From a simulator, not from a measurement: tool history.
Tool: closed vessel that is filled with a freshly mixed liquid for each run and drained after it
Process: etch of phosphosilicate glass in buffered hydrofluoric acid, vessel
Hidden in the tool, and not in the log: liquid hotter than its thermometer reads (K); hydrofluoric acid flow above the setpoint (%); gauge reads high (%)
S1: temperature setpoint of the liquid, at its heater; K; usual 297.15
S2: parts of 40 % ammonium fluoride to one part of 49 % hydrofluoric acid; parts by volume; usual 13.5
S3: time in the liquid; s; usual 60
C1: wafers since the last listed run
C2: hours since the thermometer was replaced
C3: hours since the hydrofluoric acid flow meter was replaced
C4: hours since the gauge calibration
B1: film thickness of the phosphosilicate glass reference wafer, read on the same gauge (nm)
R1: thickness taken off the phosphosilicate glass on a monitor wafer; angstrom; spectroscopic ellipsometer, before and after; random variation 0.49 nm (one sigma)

Run 1, hour 0: usual settings but S1 296.15 K; C1 0; C2 1773; C3 493.4; C4 178.7; B1 30. Result: R1 1738.4 angstrom.
Run 2, hour 17.5: usual settings but S1 296.15 K; C1 1933; C2 1790.5; C3 510.9; C4 196.2; B1 29.99. Result: R1 1750.2 angstrom.
Run 3, hour 29.7: usual settings; C1 1347; C2 1802.7; C3 523.1; C4 208.4; B1 29.99. Result: R1 1847.7 angstrom.
Run 4, hour 40.5: usual settings; C1 1193; C2 1813.5; C3 533.9; C4 219.2; B1 30. Result: R1 1852.8 angstrom.
Run 5, hour 83: usual settings; C1 4694; C2 1856; C3 576.4; C4 261.7; B1 30. Result: R1 1879.2 angstrom.
Run 6, hour 93.9: usual settings; C1 1204; C2 1866.9; C3 587.3; C4 272.6; B1 30. Result: R1 1880.2 angstrom.
At hour 102.2: gauge calibrated.
Run 7, hour 102.3: usual settings; C1 927; C2 1875.3; C3 595.7; C4 0.1; B1 30.01. Result: R1 1884.1 angstrom.
At hour 116.1: thermometer replaced.
Run 8, hour 117.4: usual settings but S2 17.5 parts by volume; C1 1557; C2 1.3; C3 610.8; C4 15.2; B1 29.98. Result: R1 1292 angstrom.
Run 9, hour 128: usual settings but S2 17.5 parts by volume; C1 1170; C2 11.9; C3 621.4; C4 25.8; B1 30.01. Result: R1 1288.4 angstrom.
Run 10, hour 135.3: usual settings but S3 80 s; C1 806; C2 19.2; C3 628.7; C4 33.1; B1 30.02. Result: R1 2231.4 angstrom.
Run 11, hour 152.9: usual settings but S3 50 s; C1 1944; C2 36.8; C3 646.3; C4 50.7; B1 29.99. Result: R1 1396.6 angstrom.
Run 12, hour 166: usual settings; C1 1447; C2 49.9; C3 659.4; C4 63.8; B1 30. Result: R1 1677.8 angstrom.
Run 13, hour 173.4: usual settings but S3 80 s; C1 817; C2 57.3; C3 666.8; C4 71.2; B1 30. Result: R1 2235.3 angstrom.
Run 14, hour 188: usual settings but S2 16 parts by volume; C1 1612; C2 71.9; C3 681.4; C4 85.8; B1 29.99. Result: R1 1429.9 angstrom.
At hour 192.4: hydrofluoric acid flow meter replaced.
Run 15, hour 195.8: usual settings; C1 751; C2 79.7; C3 3.4; C4 93.6; B1 30. Result: R1 1541.8 angstrom.

Run 16 comes next. What will it give?
Run 16, hour 212.3: usual settings but S1 298.65 K, S2 16.5 parts by volume, S3 50 s; C1 1822; C2 96.2; C3 19.9; C4 110.1; B1 ?. Result: R1 ?.

B1: 29.99
R1: 1148.3 angstrom
Without the tool's hidden state the same run would have given R1 1108.8 angstrom.
